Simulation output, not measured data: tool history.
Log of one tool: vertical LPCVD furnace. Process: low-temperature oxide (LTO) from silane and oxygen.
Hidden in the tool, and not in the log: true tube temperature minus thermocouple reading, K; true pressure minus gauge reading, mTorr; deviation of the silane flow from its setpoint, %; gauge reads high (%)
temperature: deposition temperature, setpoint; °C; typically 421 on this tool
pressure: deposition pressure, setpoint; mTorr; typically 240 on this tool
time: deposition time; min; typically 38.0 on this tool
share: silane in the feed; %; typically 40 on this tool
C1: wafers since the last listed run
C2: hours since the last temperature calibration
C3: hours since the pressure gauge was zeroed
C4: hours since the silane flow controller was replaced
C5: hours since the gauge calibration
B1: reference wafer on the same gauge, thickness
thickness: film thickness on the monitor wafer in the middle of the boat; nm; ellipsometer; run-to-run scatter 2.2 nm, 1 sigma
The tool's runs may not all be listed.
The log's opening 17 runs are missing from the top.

At day 10.292: gauge calibrated.
Run 18, day 10.429: usual settings but temperature 417 °C, share 47 %; C1 178; C2 1895.9; C3 127.4; C4 126.8; C5 3.3; B1 401.33. Result: thickness 565.94 nm.
Run 19, day 10.867: usual settings but temperature 425 °C, pressure 295 mTorr, time 42.0 min, share 35 %; C1 215; C2 1906.4; C3 137.9; C4 137.3; C5 13.8; B1 401.53. Result: thickness 601.55 nm.
At day 12.229: thermocouples replaced and temperature profile calibrated.
Run 20, day 12.250: usual settings but share 38 %; C1 188; C2 0.5; C3 171.1; C4 170.5; C5 47.0; B1 401.68. Result: thickness 472.83 nm.
Run 21, day 12.429: usual settings but pressure 195 mTorr, time 42.0 min; C1 88; C2 4.8; C3 175.4; C4 174.8; C5 51.3; B1 402.47. Result: thickness 445.21 nm.
Run 22, day 13.767: usual settings but temperature 430 °C, time 53.0 min, share 33 %; C1 657; C2 36.9; C3 207.5; C4 206.9; C5 83.4; B1 402.62. Result: thickness 604.03 nm.
Run 23, day 14.150: usual settings but temperature 429 °C, pressure 275 mTorr, time 25.0 min, share 36 %; C1 188; C2 46.1; C3 216.7; C4 216.1; C5 92.6; B1 401.92. Result: thickness 361.13 nm.
Run 24, day 14.542: usual settings; C1 192; C2 55.5; C3 226.1; C4 225.5; C5 102.0; B1 401.95. Result: thickness 496.17 nm.
Run 25, day 15.225: usual settings but temperature 428 °C, time 24.5 min, share 37 %; C1 335; C2 71.9; C3 242.5; C4 241.9; C5 118.4; B1 401.35. Result: thickness 315.67 nm.
Run 26, day 15.821: usual settings but pressure 300 mTorr, share 45 %; C1 292; C2 86.2; C3 256.8; C4 256.2; C5 132.7; B1 401.96. Result: thickness 702.75 nm.
Run 27, day 16.417: usual settings but temperature 418 °C, share 35 %; C1 292; C2 100.5; C3 271.1; C4 270.5; C5 147.0; B1 402.02. Result: thickness 411.31 nm.
Run 28, day 16.746: usual settings but pressure 200 mTorr; C1 161; C2 108.4; C3 279.0; C4 278.4; C5 154.9; B1 402.04. Result: thickness 417.47 nm.
Run 29, day 17.192: usual settings but share 34 %; C1 219; C2 119.1; C3 289.7; C4 289.1; C5 165.6; B1 402.46. Result: thickness 404.92 nm.
Run 30, day 17.808: usual settings but time 25.5 min; C1 303; C2 133.9; C3 304.5; C4 303.9; C5 180.4; B1 402.35. Result: thickness 332.82 nm.
Run 31, day 18.842: usual settings but pressure 285 mTorr, share 36 %; C1 508; C2 158.7; C3 329.3; C4 328.7; C5 205.2; B1 402.69. Result: thickness 521.08 nm.

Branching from run 31: 4 alternative next runs. What would each branch give?
Run A, day 19.025: usual settings; C1 90; C2 163.1; C3 333.7; C4 333.1; C5 209.6; B1 ?. Result: thickness ?.
Run B, day 19.025: usual settings but time 32.5 min; C1 90; C2 163.1; C3 333.7; C4 333.1; C5 209.6; B1 ?. Result: thickness ?.
Run C, day 19.025: usual settings but time 47.0 min; C1 90; C2 163.1; C3 333.7; C4 333.1; C5 209.6; B1 ?. Result: thickness ?.
Run D, day 19.025: usual settings but pressure 185 mTorr; C1 90; C2 163.1; C3 333.7; C4 333.1; C5 209.6; B1 ?. Result: thickness ?.

run      B1  thickness
  A  401.91     497.67
  B  401.91     425.64
  C  401.91     615.54
  D  401.91     383.62
What these runs would have given with no unlogged condition in the tool:
run  thickness
  A     497.67
  B     425.64
  C     615.54
  D     383.62

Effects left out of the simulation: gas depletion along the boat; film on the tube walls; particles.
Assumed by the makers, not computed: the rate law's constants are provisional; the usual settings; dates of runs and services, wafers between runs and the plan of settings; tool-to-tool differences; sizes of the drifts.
